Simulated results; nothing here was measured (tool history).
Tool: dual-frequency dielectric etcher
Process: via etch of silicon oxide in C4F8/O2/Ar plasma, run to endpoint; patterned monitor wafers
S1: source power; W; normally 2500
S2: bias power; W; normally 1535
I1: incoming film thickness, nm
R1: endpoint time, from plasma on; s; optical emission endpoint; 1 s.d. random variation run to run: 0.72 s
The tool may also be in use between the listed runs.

run 1 day=0 | S1=2800 S2=1535 | I1=1241.3 | R1=233
run 2 day=2.383 | S1=2800 S2=1535 | I1=1251.6 | R1=235.2
run 3 day=3.988 | S1=2800 S2=1535 | I1=1237.9 | R1=233.9
run 4 day=6.054 | S1=2500 S2=1535 | I1=1236.1 | R1=244.5
run 5 day=8.142 | S1=2500 S2=1535 | I1=1244.7 | R1=246.5
run 6 day=10.312 | S1=2500 S2=1535 | I1=1255.7 | R1=251.1
run 7 day=12.504 | S1=2500 S2=1535 | I1=1253.5 | R1=251.2
run 8 day=13.754 | S1=2500 S2=1535 | I1=1244.6 | R1=250.7
run 9 day=16.371 | S1=2500 S2=1535 | I1=1241 | R1=242.2
run 10 day=18.85 | S1=2500 S2=1535 | I1=1247.7 | R1=244.4
run 11 day=27.208 | S1=2500 S2=1535 | I1=1262.5 | R1=251.5
run 12 day=30.054 | S1=2500 S2=1366 | I1=1250.8 | R1=251.4
run 13 day=34.004 | S1=2940 S2=1535 | I1=1251 | R1=226.9
run 14 day=36 | S1=2880 S2=1535 | I1=1255.5 | R1=230.3
run 15 day=37.183 | S1=2130 S2=1217 | I1=1255.8 | R1=267
run 16 day=39.867 | S1=2500 S2=1772 | I1=1243.6 | R1=235.8
run 17 day=42.562 | S1=2500 S2=1535 | I1=1242.9 | R1=242.8
run 18 day=45.212 | S1=3040 S2=1727 | I1=1253.8 | R1=223.6
run 19 day=52.362 | S1=2660 S2=1792 | I1=1245.1 | R1=228.1

Taken out of this log: 6 entries between the listed runs. Where each belongs, and how the hidden state differs across it:
From run 8 to run 9: wet clean of the chamber (day 15.396)
  etch rate over this chamber's usual, %: -3.31 -> -0.162; source power that arrives over what is set, %: -4.34 -> -4.6
  measured result minus the result with no hidden state, R1: +12 -> +4.3 s
From run 10 to run 11: upper electrode replaced (day 25.479)
  etch rate over this chamber's usual, %: -0.609 -> -2.12; source power that arrives over what is set, %: -4.85 -> -5.75
  measured result minus the result with no hidden state, R1: +5.7 -> +10.4 s
From run 11 to run 12: source power generator calibrated (day 29.171)
  etch rate over this chamber's usual, %: -2.12 -> -2.63; source power that arrives over what is set, %: -5.75 -> -0.81
  measured result minus the result with no hidden state, R1: +10.4 -> +7.3 s
From run 12 to run 13: wet clean of the chamber (day 33.983)
  etch rate over this chamber's usual, %: -2.63 -> 0.116; source power that arrives over what is set, %: -0.81 -> -0.822
  measured result minus the result with no hidden state, R1: +7.3 -> +0.3 s
From run 13 to run 14: bias power generator calibrated (day 35.2)
  etch rate over this chamber's usual, %: 0.116 -> -0.244; source power that arrives over what is set, %: -0.822 -> -0.834
  measured result minus the result with no hidden state, R1: +0.3 -> +1.2 s
From run 18 to run 19: wet clean of the chamber (day 50.096)
  etch rate over this chamber's usual, %: -1.91 -> -0.399; source power that arrives over what is set, %: -0.945 -> -1.09
  measured result minus the result with no hidden state, R1: +5 -> +1.7 s
